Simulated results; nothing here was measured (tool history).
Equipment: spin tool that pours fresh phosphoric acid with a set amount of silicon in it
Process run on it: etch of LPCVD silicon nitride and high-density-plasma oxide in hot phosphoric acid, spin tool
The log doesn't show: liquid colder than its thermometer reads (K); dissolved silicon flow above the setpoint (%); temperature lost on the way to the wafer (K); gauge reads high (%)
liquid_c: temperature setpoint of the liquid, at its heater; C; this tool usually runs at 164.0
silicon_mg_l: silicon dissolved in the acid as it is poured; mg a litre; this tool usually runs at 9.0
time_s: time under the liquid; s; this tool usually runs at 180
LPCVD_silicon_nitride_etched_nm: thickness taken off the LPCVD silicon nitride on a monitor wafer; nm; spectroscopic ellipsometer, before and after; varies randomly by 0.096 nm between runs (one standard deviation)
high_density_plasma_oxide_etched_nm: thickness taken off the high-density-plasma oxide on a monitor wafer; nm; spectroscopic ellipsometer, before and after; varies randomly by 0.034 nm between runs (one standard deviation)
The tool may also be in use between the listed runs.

run,hour,liquid_c,silicon_mg_l,time_s,wafers since the last listed run,hours since the thermometer was replaced,hours since the dissolved silicon flow meter was replaced,hours since the heated supply line was repaired,hours since the gauge calibration,"read-back film thickness of the LPCVD silicon nitride reference wafer, read on the same gauge (nm)","read-back film thickness of the high-density-plasma oxide reference wafer, read on the same gauge (nm)",LPCVD_silicon_nitride_etched_nm,high_density_plasma_oxide_etched_nm
1,0.0,164.0,9.0,180,0,268.7,770.4,367.1,1427.0,110.00,99.984,15.87,0.662
2,98.5,162.0,5.5,180,514,367.2,868.9,465.6,1525.5,110.01,99.995,14.85,0.642
3,264.4,161.0,9.0,180,866,533.1,1034.8,631.5,1691.4,110.02,100.012,14.39,0.529
# hour 307.9: gauge calibrated
4,311.5,165.5,4.0,235,246,580.2,1081.9,678.6,3.6,110.03,99.981,22.11,0.986
5,348.5,161.5,15.5,100,193,617.2,1118.9,715.6,40.6,110.06,100.001,8.16,0.271
# hour 363.3: heated supply line repaired
6,448.4,165.0,3.0,125,516,717.1,1218.8,85.1,140.5,110.01,100.026,11.50,0.556
7,495.9,161.5,9.0,285,248,764.6,1266.3,132.6,188.0,109.99,100.025,23.05,0.802
8,569.3,162.0,9.0,265,383,838.0,1339.7,206.0,261.4,110.00,99.994,21.88,0.846
# hour 602.7: dissolved silicon flow meter replaced
9,627.3,164.0,9.0,180,297,896.0,24.6,264.0,319.4,110.01,100.017,15.67,0.669
10,673.5,162.5,14.5,285,241,942.2,70.8,310.2,365.6,109.99,100.016,23.78,0.807
11,747.2,164.0,2.5,280,385,1015.9,144.5,383.9,439.3,109.99,99.970,24.85,1.178
12,789.3,164.0,9.0,180,219,1058.0,186.6,426.0,481.4,109.98,99.972,15.78,0.609
13,832.1,164.0,9.0,180,223,1100.8,229.4,468.8,524.2,109.98,99.984,15.76,0.649
14,937.5,164.0,9.0,180,550,1206.2,334.8,574.2,629.6,109.98,99.971,15.79,0.638
15,977.6,161.5,9.0,75,209,1246.3,374.9,614.3,669.7,109.96,99.995,6.14,0.238
# hour 1097.1: heated supply line repaired
16,1187.2,164.0,9.0,180,1089,1455.9,584.5,90.1,879.3,109.96,100.002,16.09,0.701
17,1254.5,163.0,2.5,140,351,1523.2,651.8,157.4,946.6,110.01,99.963,11.91,0.589
18,1325.2,164.0,9.0,180,369,1593.9,722.5,228.1,1017.3,109.98,100.001,15.81,0.729
19,1541.1,165.0,4.5,285,1127,1809.8,938.4,444.0,1233.2,109.96,99.975,25.88,1.255
20,1612.7,164.0,13.0,180,374,1881.4,1010.0,515.6,1304.8,109.98,100.017,15.84,0.652
21,1695.6,164.0,9.0,115,433,1964.3,1092.9,598.5,1387.7,109.99,99.996,10.11,0.437

State the hidden condition of the tool at each of the runs:
liquid colder than its thermometer reads (K): 0 at every run
dissolved silicon flow above the setpoint (%): 0 at every run
temperature lost on the way to the wafer (K): 0 at every run
gauge reads high (%): 0 at every run
